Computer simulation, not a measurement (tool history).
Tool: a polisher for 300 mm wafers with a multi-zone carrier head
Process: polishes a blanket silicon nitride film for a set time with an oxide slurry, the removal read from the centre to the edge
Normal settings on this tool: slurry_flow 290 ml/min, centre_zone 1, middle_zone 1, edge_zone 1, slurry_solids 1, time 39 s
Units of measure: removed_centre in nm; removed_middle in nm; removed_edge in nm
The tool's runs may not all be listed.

run    hour  slurry_flow  centre_zone  middle_zone  edge_zone  slurry_solids  time  incoming thickness of the incoming film, nm  removed_centre  removed_middle  removed_edge
  1       0          325            1            1          1              1    39                                        398.3            37.2            34.8          34.1
  2    48.8          325            1            1          1              1    39                                        398.8            37.1            34.8          35.2
       95.1  -- slurry nozzle cleaned
       99.2  -- carrier head's membrane replaced by a new one
      113.4  -- centre zone pressure recalibrated
  3   140.7          325            1            1          1              1    39                                        403.7            34.4            35.2          34.6
  4   197.5          290            1            1       0.95              1    39                                        392.7            34.1            34.4          33.7
      248.2  -- worn pad replaced by a new one
  5     269          290            1            1       0.95              1    39                                        399.3            33.8            34.6          33.4
  6   358.8          290            1            1       0.95              1    39                                        400.7            33.5            34.5          34.1
        433  -- edge zone pressure recalibrated
  7   453.8          290            1            1          1              1    39                                          399            34.2            34.2          34.4
  8   494.9          290            1            1          1            1.1    39                                        399.2            36.1            35.6          35.8
  9   553.9          290            1            1          1            1.1    39                                        400.4            35.2            35.5          35.3
      642.6  -- carrier head's membrane replaced by a new one
      712.9  -- worn pad replaced by a new one
 10   786.8          290            1            1          1              1    46                                          397            41.3            40.2          39.5
 11   853.5          290          0.9            1          1              1    39                                        405.2            31.3            34.3          34.7
 12   934.3          290            1            1          1              1    39                                        399.7            35.4            34.8          33.8
      996.6  -- slurry nozzle cleaned
 13  1039.6          290            1            1          1              1    39                                        404.3            36.2            34.3            34
 14  1101.1          290            1            1       0.96           0.85    39                                        403.6            33.8            31.6          31.2
     1132.7  -- carrier head's membrane replaced by a new one
     1151.1  -- worn pad replaced by a new one
 15  1207.9          290         1.08            1          1              1    39                                        398.9              40            34.1          34.5
 16  1262.2          290            1            1          1              1    39                                        398.6            37.6            34.6          34.8
       1275  -- centre zone pressure recalibrated
 17  1321.5          290            1            1       0.93              1    28                                        407.3            24.1            24.8          23.6
 18  1383.5          290         0.92            1          1            0.9    39                                        399.1            29.7              33          33.5
 19  1464.1          290            1            1          1              1    39                                          404            33.4            34.2          33.9
 20  1557.3          330         1.04            1       0.89              1    51                                          405              47              45          44.1
     1592.7  -- edge zone pressure recalibrated
 21  1613.4          290         1.11            1          1              1    39                                        395.9            37.7            34.2          33.6
     1633.7  -- worn pad replaced by a new one
       1650  -- carrier head's membrane replaced by a new one
 22  1705.4          290            1            1          1              1    39                                        401.2            34.4            34.4            35

Each row is a separate what-if for the run after 22, all from the same tool condition, not one after another. Results?
  A  1705.8          290            1            1          1              1    39                                          398               ?               ?             ?
  B  1705.8          290         1.09            1          1            1.1    39                                          398               ?               ?             ?
  C  1705.8          290            1         1.08          1              1    30                                          398               ?               ?             ?

run  removed_centre  removed_middle  removed_edge
  A            34.2            34.2          33.9
  B            38.8            35.6          35.3
  C            26.3            27.8          26.1
With no hidden state in the tool, these same runs would have given:
run  removed_centre  removed_middle  removed_edge
  A            33.4            34.2          33.9
  B            37.9            35.6          35.3
  C            25.7            27.8          26.1

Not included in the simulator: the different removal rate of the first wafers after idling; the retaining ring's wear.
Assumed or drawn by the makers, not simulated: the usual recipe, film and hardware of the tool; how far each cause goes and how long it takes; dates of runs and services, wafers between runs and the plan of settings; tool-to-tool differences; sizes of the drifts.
